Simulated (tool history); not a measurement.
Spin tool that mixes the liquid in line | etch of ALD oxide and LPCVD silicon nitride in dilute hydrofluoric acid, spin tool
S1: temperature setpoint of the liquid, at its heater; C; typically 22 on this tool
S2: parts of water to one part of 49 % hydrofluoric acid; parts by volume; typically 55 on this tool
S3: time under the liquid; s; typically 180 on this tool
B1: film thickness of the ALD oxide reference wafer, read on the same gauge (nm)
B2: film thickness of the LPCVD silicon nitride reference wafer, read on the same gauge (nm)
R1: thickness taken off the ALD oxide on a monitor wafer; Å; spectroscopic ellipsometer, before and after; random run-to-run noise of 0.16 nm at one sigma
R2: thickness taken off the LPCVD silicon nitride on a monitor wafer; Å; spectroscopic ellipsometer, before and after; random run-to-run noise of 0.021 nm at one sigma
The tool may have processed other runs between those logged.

run   hour    S1  S2   S3      B1       B2     R1     R2
  1      0    22  55  180  120.02  139.998  422.8  10.55
  2   15.7  19.5  55  100  119.98  139.998  210.5   4.93
  3   23.8  19.5  55  100     120  140.008  209.6   4.87
  4   34.9    22  55  180  119.98  140.001  421.6  10.75
  5   45.5    22  55  180  119.99  140.006  420.4  10.31
  6     60    22  55  180     120  139.989  420.9   10.1
  7   68.4    22  55  180  119.99  140.003  421.4  10.75
  8   82.6    22  55  180  119.99  140.023  419.8  10.62
  9   95.7  24.5  55  180  119.98  139.971  468.4  12.26
 10  105.9    20  85  245     120  139.986  328.1    8.3
 11  121.2    22  35  180  120.02  139.996  674.8  15.77
     132.9  -- thermometer replaced
 12  133.4    22  55  180     120  139.987  470.3  12.64
     136.9  -- gauge calibrated
     139.2  -- hydrofluoric acid flow meter replaced
 13  146.7  19.5  55  180  120.01   140.01  422.1   10.7
 14  154.4    22  40  180  119.99  139.982  658.6  17.58
 15  164.5    22  55  215     120  139.971  561.4   15.2
 16  215.8    19  30  180  120.01  139.992  781.1  17.86
 17  230.6    20  30  145  119.99  140.013  651.9  15.85
 18  241.4    18  55  150  120.02  139.997  328.7   7.67
 19  249.2    22  55  180     120  139.999  466.4  12.47

Predict each of these 5 candidate next runs independently; none follows another, all start after run 19:
  A  249.7    22  55  180   ?   ?   ?   ?
  B  249.7  17.5  55  250   ?   ?   ?   ?
  C  249.7  24.5  70  225   ?   ?   ?   ?
  D  249.7  19.5  65  180   ?   ?   ?   ?
  E  249.7    22  55  285   ?   ?   ?   ?

run      B1       B2     R1     R2
  A  120.01  140.009  468.8  13.04
  B  120.01  140.009  537.7  13.24
  C  120.01  140.009  500.6  15.24
  D  120.01  140.009  352.8   9.33
  E  120.01  140.009  742.3  20.65
With the hidden condition removed and each run's random variation left untouched, the same runs would have given:
run     R1     R2
  A  474.3  13.29
  B  544.3  13.51
  C  506.3  15.53
  D    357   9.51
  E    751  21.05
